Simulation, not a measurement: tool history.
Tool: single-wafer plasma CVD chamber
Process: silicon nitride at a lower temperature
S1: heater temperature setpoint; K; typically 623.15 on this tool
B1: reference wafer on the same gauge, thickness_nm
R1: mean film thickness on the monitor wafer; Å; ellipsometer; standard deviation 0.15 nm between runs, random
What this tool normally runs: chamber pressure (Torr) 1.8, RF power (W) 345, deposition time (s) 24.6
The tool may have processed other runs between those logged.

Run 1, hour 0: usual settings; B1 35.413. Result: R1 307.04 Å.
Run 2, hour 35.5: usual settings; B1 35.418. Result: R1 305.77 Å.
Run 3, hour 56.5: usual settings; B1 35.427. Result: R1 306.3 Å.
Run 4, hour 82.4: usual settings but RF power (W) 295; B1 35.38. Result: R1 271.99 Å.
Run 5, hour 101.8: usual settings but RF power (W) 295; B1 35.385. Result: R1 273.3 Å.
Run 6, hour 125.1: usual settings but RF power (W) 395, deposition time (s) 27.4; B1 35.364. Result: R1 379.36 Å.
Run 7, hour 150.5: usual settings but RF power (W) 380; B1 35.422. Result: R1 327.78 Å.
Run 8, hour 182.7: usual settings but RF power (W) 380; B1 35.394. Result: R1 329.51 Å.
Run 9, hour 199.7: usual settings but RF power (W) 380; B1 35.341. Result: R1 332.57 Å.
Run 10, hour 237.4: usual settings but S1 612.15 K; B1 35.38. Result: R1 308.48 Å.
Run 11, hour 253.6: usual settings but S1 633.15 K, RF power (W) 410, deposition time (s) 21.4; B1 35.439. Result: R1 300.13 Å.
Run 12, hour 279.2: usual settings but S1 614.15 K; B1 35.444. Result: R1 305.8 Å.
Run 13, hour 297.8: usual settings but S1 618.15 K, chamber pressure (Torr) 2.07; B1 35.337. Result: R1 319.38 Å.
Run 14, hour 318.8: usual settings but deposition time (s) 29.1; B1 35.359. Result: R1 362.54 Å.
Run 15, hour 332: usual settings but RF power (W) 365, deposition time (s) 28.2; B1 35.374. Result: R1 366.38 Å.
Run 16, hour 354.8: usual settings but RF power (W) 365, deposition time (s) 28.2; B1 35.43. Result: R1 368.38 Å.
Run 17, hour 392.5: usual settings; B1 35.374. Result: R1 307.71 Å.
Run 18, hour 413.7: usual settings; B1 35.417. Result: R1 306.29 Å.
Run 19, hour 439.2: usual settings but S1 627.15 K, chamber pressure (Torr) 2.04, RF power (W) 395; B1 35.425. Result: R1 349.27 Å.
Run 20, hour 542.6: usual settings but RF power (W) 380; B1 35.448. Result: R1 330.22 Å.

Withheld: 5 entries from between the runs. Position of each, and hidden state at the listed run before versus the listed run after:
From run 10 to run 11: gauge calibrated (hour 237.5); RF generator calibrated (hour 253.1)
  nothing in the hidden state changes from one run to the other
From run 16 to run 17: showerhead replaced (hour 366.3); capacitance manometer re-zeroed and calibrated (hour 392)
  nothing in the hidden state changes from one run to the other
From run 17 to run 18: thermocouple changed; heater temperature recalibrated (hour 413.2)
  nothing in the hidden state changes from one run to the other
